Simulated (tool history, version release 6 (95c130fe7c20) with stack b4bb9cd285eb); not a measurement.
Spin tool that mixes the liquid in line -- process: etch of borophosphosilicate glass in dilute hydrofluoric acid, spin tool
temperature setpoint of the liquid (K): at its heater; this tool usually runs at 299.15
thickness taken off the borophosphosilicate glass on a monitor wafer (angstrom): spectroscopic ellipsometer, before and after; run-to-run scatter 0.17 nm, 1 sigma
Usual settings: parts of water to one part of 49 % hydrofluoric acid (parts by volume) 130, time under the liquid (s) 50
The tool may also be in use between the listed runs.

run   hour  temperature setpoint of the liquid (K)  parts of water to one part of 49 % hydrofluoric acid (parts by volume)  time under the liquid (s)  read-back film thickness of the borophosphosilicate glass reference wafer, read on the same gauge (nm)  thickness taken off the borophosphosilicate glass on a monitor wafer (angstrom)
  1      0                                  299.15                                                                     130                         50                                                                                                   99.98                                                                            173.8
  2   32.3                                  299.15                                                                     130                         50                                                                                                  100.01                                                                            176.1
  3   61.8                                  299.15                                                                      80                         50                                                                                                  100.01                                                                            296.5
  4   75.7                                  299.15                                                                      80                         50                                                                                                  100.02                                                                            298.9
  5   90.2                                  299.15                                                                     130                         50                                                                                                  100.01                                                                            170.6
  6  111.2                                  299.15                                                                     130                         50                                                                                                  100.02                                                                            172.2
  7    138                                  299.15                                                                     130                         50                                                                                                  100.01                                                                            172.6
  8  161.2                                  299.15                                                                     130                         50                                                                                                   99.96                                                                            171.4
     177.3  -- gauge calibrated
  9  183.9                                  299.15                                                                     130                         50                                                                                                   99.99                                                                              171
 10  199.7                                  299.15                                                                     130                         50                                                                                                  100.05                                                                            172.9
 11  211.9                                  299.15                                                                     130                         50                                                                                                   99.98                                                                            170.4
 12    241                                  295.15                                                                     130                         60                                                                                                  100.02                                                                            178.9
     249.2  -- hydrofluoric acid flow meter replaced
 13  269.4                                  300.65                                                                     170                         25                                                                                                   99.96                                                                               66
       303  -- thermometer replaced
 14  303.5                                  302.65                                                                      80                         50                                                                                                  100.01                                                                              322
 15  329.7                                  304.15                                                                     130                         50                                                                                                     100                                                                            196.5
 16  345.8                                  299.15                                                                     185                         80                                                                                                   99.97                                                                            172.4
 17  373.7                                  299.15                                                                     130                         50                                                                                                   99.99                                                                            160.8
     380.6  -- thermometer replaced, repeated, since the last time left the tool worse
 18  408.7                                  299.15                                                                     130                         50                                                                                                   99.98                                                                            182.5
 19  443.5                                  299.15                                                                     185                         80                                                                                                   99.97                                                                            193.5
 20  463.8                                  294.65                                                                     145                         25                                                                                                  100.01                                                                             66.8
 21  475.8                                  299.15                                                                     110                         40                                                                                                  100.02                                                                            178.2
 22  510.8                                  299.15                                                                     190                         50                                                                                                  100.06                                                                            116.1
 23  530.6                                  299.15                                                                     130                         50                                                                                                  100.01                                                                            180.5

Each row is a separate what-if for the run after 23, all from the same tool condition, not one after another. Results?
  A   531                                  299.15                                                                     130                         50                                                                                                       ?                                                                                ?
  B   531                                  303.65                                                                     180                         70                                                                                                       ?                                                                                ?
  C   531                                  300.65                                                                     170                         60                                                                                                       ?                                                                                ?

run  read-back film thickness of the borophosphosilicate glass reference wafer, read on the same gauge (nm)  thickness taken off the borophosphosilicate glass on a monitor wafer (angstrom)
  A                                                                                                  100.04                                                                            180.5
  B                                                                                                  100.04                                                                            202.2
  C                                                                                                  100.04                                                                            166.9
Had the tool no hidden state, the same runs would have come out as:
run  thickness taken off the borophosphosilicate glass on a monitor wafer (angstrom)
  A                                                                            183.3
  B                                                                            205.1
  C                                                                            169.4

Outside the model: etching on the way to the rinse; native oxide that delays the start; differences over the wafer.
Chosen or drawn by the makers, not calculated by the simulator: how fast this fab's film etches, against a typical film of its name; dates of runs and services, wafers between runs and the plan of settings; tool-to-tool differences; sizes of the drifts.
